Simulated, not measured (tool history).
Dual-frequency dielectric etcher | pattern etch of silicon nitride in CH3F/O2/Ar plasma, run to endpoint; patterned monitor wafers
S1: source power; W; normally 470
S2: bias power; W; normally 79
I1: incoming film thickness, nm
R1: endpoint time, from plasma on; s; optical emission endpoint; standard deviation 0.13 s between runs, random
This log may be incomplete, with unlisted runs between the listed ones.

run 1 day=0 | S1=470 S2=79 | I1=32.44 | R1=42.6
run 2 day=0.35 | S1=470 S2=94 | I1=32.53 | R1=40.6
run 3 day=1.021 | S1=470 S2=94 | I1=32.69 | R1=40.6
run 4 day=1.388 | S1=470 S2=74 | I1=32.62 | R1=43.3
run 5 day=1.75 | S1=470 S2=74 | I1=32.74 | R1=43.7
run 6 day=2.154 | S1=470 S2=74 | I1=32.64 | R1=43.5
-- day=4.817 upper electrode replaced
-- day=5.325 wet clean of the chamber
run 7 day=5.346 | S1=470 S2=79 | I1=32.89 | R1=45.1
run 8 day=5.358 | S1=470 S2=79 | I1=32.72 | R1=45
run 9 day=5.371 | S1=470 S2=79 | I1=32.63 | R1=44.7
-- day=5.896 bias power generator calibrated
run 10 day=6.046 | S1=380 S2=67 | I1=32.41 | R1=51.5
run 11 day=6.729 | S1=380 S2=67 | I1=32.79 | R1=51.7
run 12 day=7.304 | S1=380 S2=67 | I1=32.72 | R1=52.1
run 13 day=7.796 | S1=380 S2=61 | I1=32.5 | R1=52.8
run 14 day=8.071 | S1=570 S2=63 | I1=33.03 | R1=44
run 15 day=8.779 | S1=470 S2=79 | I1=33.03 | R1=45
-- day=9.362 source power generator calibrated
run 16 day=9.383 | S1=470 S2=59 | I1=32.5 | R1=47.7
run 17 day=9.846 | S1=570 S2=79 | I1=32.37 | R1=40.5
run 18 day=10.562 | S1=410 S2=79 | I1=32.56 | R1=47.1
run 19 day=11.283 | S1=470 S2=92 | I1=32.98 | R1=42.9
run 20 day=11.662 | S1=350 S2=79 | I1=33.05 | R1=51.8
run 21 day=12.142 | S1=580 S2=69 | I1=32.56 | R1=41.7
run 22 day=13.508 | S1=550 S2=98 | I1=33.14 | R1=39.1
run 23 day=14.033 | S1=470 S2=79 | I1=32.69 | R1=44
run 24 day=14.338 | S1=470 S2=79 | I1=32.56 | R1=43.9

Branching from run 24: 5 alternative next runs. What would each branch give?
run A day=14.354 | S1=470 S2=79 | I1=32.3 | R1=?
run B day=14.354 | S1=470 S2=87 | I1=32.3 | R1=?
run C day=14.354 | S1=360 S2=93 | I1=32.3 | R1=?
run D day=14.354 | S1=360 S2=94 | I1=32.3 | R1=?
run E day=14.354 | S1=470 S2=93 | I1=32.3 | R1=?

run=A R1=43.3
run=B R1=42.2
run=C R1=46.8
run=D R1=46.7
run=E R1=41.4
The same runs, with their run-to-run variation unchanged, on a tool lacking any hidden condition would have given:
run=A R1=44.3
run=B R1=43.1
run=C R1=47.8
run=D R1=47.7
run=E R1=42.2
